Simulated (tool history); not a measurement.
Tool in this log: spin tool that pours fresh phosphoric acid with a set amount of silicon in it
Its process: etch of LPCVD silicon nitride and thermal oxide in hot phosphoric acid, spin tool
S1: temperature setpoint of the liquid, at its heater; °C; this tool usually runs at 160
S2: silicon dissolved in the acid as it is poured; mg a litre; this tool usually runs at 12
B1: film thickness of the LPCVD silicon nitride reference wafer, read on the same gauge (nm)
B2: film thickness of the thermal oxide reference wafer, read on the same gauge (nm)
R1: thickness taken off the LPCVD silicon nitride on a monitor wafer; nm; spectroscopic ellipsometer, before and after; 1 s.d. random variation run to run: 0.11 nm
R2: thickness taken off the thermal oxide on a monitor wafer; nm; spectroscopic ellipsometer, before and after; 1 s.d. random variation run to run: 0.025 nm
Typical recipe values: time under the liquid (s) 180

Run 1, hour 0: usual settings; B1 110.02; B2 59.97. Result: R1 14.16 nm, R2 0.267 nm.
Run 2, hour 38.6: usual settings but time under the liquid (s) 250; B1 110.05; B2 60.007. Result: R1 19.59 nm, R2 0.37 nm.
Run 3, hour 93.3: usual settings but time under the liquid (s) 250; B1 110.03; B2 59.994. Result: R1 19.28 nm, R2 0.373 nm.
At hour 141.7: gauge calibrated.
At hour 144.8: heated supply line repaired.
Run 4, hour 186.1: usual settings but time under the liquid (s) 250; B1 109.98; B2 59.992. Result: R1 21.02 nm, R2 0.447 nm.
Run 5, hour 217.5: usual settings; B1 109.95; B2 60.006. Result: R1 14.96 nm, R2 0.319 nm.
At hour 242.9: thermometer replaced.
Run 6, hour 251: usual settings; B1 110; B2 59.978. Result: R1 16.17 nm, R2 0.336 nm.
Run 7, hour 321.2: usual settings but S1 159 °C, S2 19 mg a litre; B1 110.02; B2 60.002. Result: R1 15.84 nm, R2 0.271 nm.
Run 8, hour 379.2: usual settings; B1 110; B2 60.019. Result: R1 16.16 nm, R2 0.334 nm.
Run 9, hour 413.2: usual settings but S1 157.5 °C, S2 8 mg a litre; B1 110.01; B2 60.008. Result: R1 14.77 nm, R2 0.325 nm.
Run 10, hour 458.5: usual settings but S1 162.5 °C, S2 16 mg a litre, time under the liquid (s) 115; B1 110; B2 60.019. Result: R1 11.14 nm, R2 0.261 nm.
At hour 474.7: dissolved silicon flow meter replaced.
Run 11, hour 499.1: usual settings but S2 17 mg a litre; B1 109.98; B2 60. Result: R1 16.14 nm, R2 0.345 nm.
Run 12, hour 549: usual settings; B1 110; B2 59.989. Result: R1 16.06 nm, R2 0.317 nm.
Run 13, hour 615.1: usual settings but S1 161 °C, S2 16 mg a litre; B1 110.01; B2 60.019. Result: R1 16.45 nm, R2 0.321 nm.
Run 14, hour 664.6: usual settings but S1 158.5 °C, S2 19.5 mg a litre; B1 109.99; B2 60.002. Result: R1 14.99 nm, R2 0.282 nm.
Run 15, hour 716.2: usual settings but S1 162 °C, time under the liquid (s) 135; B1 110.02; B2 59.964. Result: R1 12.82 nm, R2 0.282 nm.
At hour 735.5: gauge calibrated.
Run 16, hour 762.8: usual settings but S1 157 °C, S2 6.5 mg a litre, time under the liquid (s) 125; B1 109.98; B2 59.991. Result: R1 9.84 nm, R2 0.213 nm.
Run 17, hour 793.4: usual settings but S1 161.5 °C, S2 3 mg a litre, time under the liquid (s) 275; B1 109.97; B2 59.976. Result: R1 25.32 nm, R2 0.672 nm.
Run 18, hour 833.5: usual settings but S1 162.5 °C; B1 110; B2 60.004. Result: R1 16.96 nm, R2 0.413 nm.
Run 19, hour 893.5: usual settings; B1 110; B2 60.003. Result: R1 15.67 nm, R2 0.314 nm.
Run 20, hour 920.4: usual settings but S1 162 °C, S2 21 mg a litre; B1 109.95; B2 59.989. Result: R1 16.76 nm, R2 0.291 nm.
Run 21, hour 974.3: usual settings but S1 157.5 °C, S2 8 mg a litre; B1 110.04; B2 59.999. Result: R1 14.31 nm, R2 0.292 nm.
Run 22, hour 998.7: usual settings but S1 162.5 °C, S2 4 mg a litre; B1 109.97; B2 59.983. Result: R1 16.83 nm, R2 0.511 nm.
Run 23, hour 1057: usual settings but S1 158 °C, S2 21 mg a litre; B1 110; B2 59.974. Result: R1 14.52 nm, R2 0.193 nm.

Each row is a separate what-if for the run after 23, all from the same tool condition, not one after another. Results?
Run A, hour 1057.5: usual settings; B1 ?; B2 ?. Result: R1 ?, R2 ?.
Run B, hour 1057.5: usual settings but S1 158 °C, S2 20 mg a litre, time under the liquid (s) 145; B1 ?; B2 ?. Result: R1 ?, R2 ?.
Run C, hour 1057.5: usual settings but time under the liquid (s) 240; B1 ?; B2 ?. Result: R1 ?, R2 ?.

run      B1      B2     R1     R2
  A  109.98  59.999  15.76   0.34
  B  109.98  59.999  11.86  0.192
  C  109.98  59.999  21.01  0.453
With the hidden condition removed and each run's random variation left untouched, the same runs would have given:
run     R1     R2
  A  16.81  0.392
  B  12.66  0.221
  C  22.42  0.522

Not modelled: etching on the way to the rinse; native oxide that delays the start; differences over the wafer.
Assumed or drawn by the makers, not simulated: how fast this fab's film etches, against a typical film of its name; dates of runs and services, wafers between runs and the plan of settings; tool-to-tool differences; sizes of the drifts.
